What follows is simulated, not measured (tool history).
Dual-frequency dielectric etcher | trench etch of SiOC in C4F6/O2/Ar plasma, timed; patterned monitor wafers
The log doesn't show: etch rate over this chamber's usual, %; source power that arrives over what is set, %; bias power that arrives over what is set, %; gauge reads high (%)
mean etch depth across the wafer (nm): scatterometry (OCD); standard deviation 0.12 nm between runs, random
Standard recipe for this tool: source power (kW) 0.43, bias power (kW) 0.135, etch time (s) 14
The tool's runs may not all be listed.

run,hour,source power (kW),bias power (kW),etch time (s),wafers since the last listed run,hours since the last wet clean,hours since the last source power generator calibration,hours since the last bias power generator calibration,hours since the last upper electrode change,hours since the gauge calibration,"read-back reference wafer on the same gauge, depth_nm",mean etch depth across the wafer (nm)
1,0,0.43,0.15,15.5,0,68.8,1187.4,3259.9,3975.4,288,28.43,32
2,18.4,0.43,0.15,15.5,164,87.2,1205.8,3278.3,3993.8,306.4,28.36,32
3,34.6,0.43,0.15,15.5,145,103.4,1222,3294.5,4010,322.6,28.41,31.82
4,47.6,0.43,0.135,14,116,116.4,1235,3307.5,4023,335.6,28.38,27.45
5,67.9,0.43,0.135,14,181,136.7,1255.3,3327.8,4043.3,355.9,28.36,27.29
6,94.8,0.43,0.135,14,240,163.6,1282.2,3354.7,4070.2,382.8,28.44,27.46
7,130.2,0.5,0.135,14,316,199,1317.6,3390.1,4105.6,418.2,28.35,29.46
8,156.1,0.43,0.135,14,231,224.9,1343.5,3416,4131.5,444.1,28.36,27.34
9,187.2,0.43,0.135,14,278,256,1374.6,3447.1,4162.6,475.2,28.35,27.4
# hour 188.2: gauge calibrated
10,214.8,0.43,0.135,14,247,283.6,1402.2,3474.7,4190.2,26.6,28.76,27.54
# hour 253.5: upper electrode replaced
11,254,0.43,0.135,11.5,136,322.8,1441.4,3513.9,0.5,65.8,28.63,22.82
12,274.3,0.43,0.135,14,181,343.1,1461.7,3534.2,20.8,86.1,28.6,27.59
13,301,0.43,0.135,14,239,369.8,1488.4,3560.9,47.5,112.8,28.5,27.59
# hour 318.9: bias power generator calibrated
14,326.2,0.49,0.149,14,189,395,1513.6,7.3,72.7,138,28.48,30.65
15,344,0.43,0.107,11.5,159,412.8,1531.4,25.1,90.5,155.8,28.48,20.2
# hour 352.3: source power generator calibrated
16,365.7,0.43,0.135,14,158,434.5,13.4,46.8,112.2,177.5,28.38,27.3
# hour 391.6: wet clean of the chamber
17,392.1,0.43,0.135,17,21,0.5,39.8,73.2,138.6,203.9,28.37,33.27
18,407,0.36,0.124,16.5,133,15.4,54.7,88.1,153.5,218.8,28.41,28.27

Run 19, settings as shown, results not yet in. Your forecast:
19,428.3,0.39,0.135,12,190,36.7,76,109.4,174.8,240.1,?,?

{"run 19": {"read-back reference wafer on the same gauge, depth_nm": 28.35, "mean etch depth across the wafer (nm)": 22.39}}
Were there no unlogged condition in the tool, this run, its random variation unchanged, would have produced mean etch depth across the wafer (nm) 22.83.
